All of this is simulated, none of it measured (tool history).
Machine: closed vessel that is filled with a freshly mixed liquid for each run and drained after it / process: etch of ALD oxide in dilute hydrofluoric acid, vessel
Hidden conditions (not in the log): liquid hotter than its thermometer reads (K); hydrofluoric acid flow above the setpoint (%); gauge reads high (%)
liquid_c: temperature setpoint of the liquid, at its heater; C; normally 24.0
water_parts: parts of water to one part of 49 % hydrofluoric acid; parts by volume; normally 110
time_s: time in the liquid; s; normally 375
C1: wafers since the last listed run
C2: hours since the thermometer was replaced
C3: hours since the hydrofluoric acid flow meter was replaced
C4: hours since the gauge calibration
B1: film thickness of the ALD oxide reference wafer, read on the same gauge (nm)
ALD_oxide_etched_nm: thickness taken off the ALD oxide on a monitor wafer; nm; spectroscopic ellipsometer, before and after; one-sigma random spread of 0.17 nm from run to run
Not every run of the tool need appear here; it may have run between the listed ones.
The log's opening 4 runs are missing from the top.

run 5 day=1.896 | liquid_c=24.0 water_parts=140 time_s=375 | C1=1334 C2=916.5 C3=1096.0 C4=150.3 | B1=70.00 | ALD_oxide_etched_nm=39.84
run 6 day=2.554 | liquid_c=24.0 water_parts=110 time_s=455 | C1=1270 C2=932.3 C3=1111.8 C4=166.1 | B1=70.00 | ALD_oxide_etched_nm=64.05
run 7 day=3.250 | liquid_c=24.0 water_parts=110 time_s=455 | C1=1342 C2=949.0 C3=1128.5 C4=182.8 | B1=70.04 | ALD_oxide_etched_nm=63.83
-- day=3.379 hydrofluoric acid flow meter replaced
run 8 day=4.000 | liquid_c=24.0 water_parts=135 time_s=375 | C1=1366 C2=967.0 C3=14.9 C4=200.8 | B1=69.98 | ALD_oxide_etched_nm=39.90
run 9 day=4.608 | liquid_c=24.0 water_parts=135 time_s=375 | C1=1173 C2=981.6 C3=29.5 C4=215.4 | B1=69.95 | ALD_oxide_etched_nm=40.20
run 10 day=4.933 | liquid_c=24.0 water_parts=110 time_s=375 | C1=627 C2=989.4 C3=37.3 C4=223.2 | B1=70.00 | ALD_oxide_etched_nm=50.62
-- day=5.229 thermometer replaced
run 11 day=5.379 | liquid_c=24.0 water_parts=110 time_s=375 | C1=779 C2=3.6 C3=48.0 C4=233.9 | B1=70.01 | ALD_oxide_etched_nm=50.92
run 12 day=5.917 | liquid_c=24.0 water_parts=110 time_s=375 | C1=1037 C2=16.5 C3=60.9 C4=246.8 | B1=70.07 | ALD_oxide_etched_nm=50.63
run 13 day=6.429 | liquid_c=24.0 water_parts=110 time_s=375 | C1=989 C2=28.8 C3=73.2 C4=259.1 | B1=69.97 | ALD_oxide_etched_nm=50.41
run 14 day=7.012 | liquid_c=24.0 water_parts=110 time_s=375 | C1=1125 C2=42.8 C3=87.2 C4=273.1 | B1=69.99 | ALD_oxide_etched_nm=50.92
run 15 day=7.292 | liquid_c=24.0 water_parts=110 time_s=375 | C1=538 C2=49.5 C3=93.9 C4=279.8 | B1=69.96 | ALD_oxide_etched_nm=50.91
run 16 day=7.954 | liquid_c=24.0 water_parts=110 time_s=375 | C1=1278 C2=65.4 C3=109.8 C4=295.7 | B1=69.95 | ALD_oxide_etched_nm=50.76
run 17 day=8.304 | liquid_c=24.0 water_parts=60 time_s=305 | C1=675 C2=73.8 C3=118.2 C4=304.1 | B1=70.02 | ALD_oxide_etched_nm=80.99
run 18 day=8.921 | liquid_c=24.0 water_parts=110 time_s=375 | C1=1190 C2=88.6 C3=133.0 C4=318.9 | B1=70.00 | ALD_oxide_etched_nm=51.00
run 19 day=9.250 | liquid_c=24.0 water_parts=145 time_s=160 | C1=635 C2=96.5 C3=140.9 C4=326.8 | B1=70.02 | ALD_oxide_etched_nm=15.76
-- day=9.508 gauge calibrated
run 20 day=9.562 | liquid_c=24.0 water_parts=110 time_s=375 | C1=603 C2=104.0 C3=148.4 C4=1.3 | B1=70.06 | ALD_oxide_etched_nm=50.86
run 21 day=10.108 | liquid_c=27.5 water_parts=90 time_s=375 | C1=1053 C2=117.1 C3=161.5 C4=14.4 | B1=69.96 | ALD_oxide_etched_nm=73.19

What does the tool deliver on the next run?
run 22 day=10.712 | liquid_c=26.0 water_parts=110 time_s=375 | C1=1165 C2=131.6 C3=176.0 C4=28.9 | B1=? | ALD_oxide_etched_nm=?

Run 22 yielded B1 70.05, ALD_oxide_etched_nm 54.93 nm.
The same run, on a tool lacking any hidden state, would have yielded ALD_oxide_etched_nm 53.55 nm.
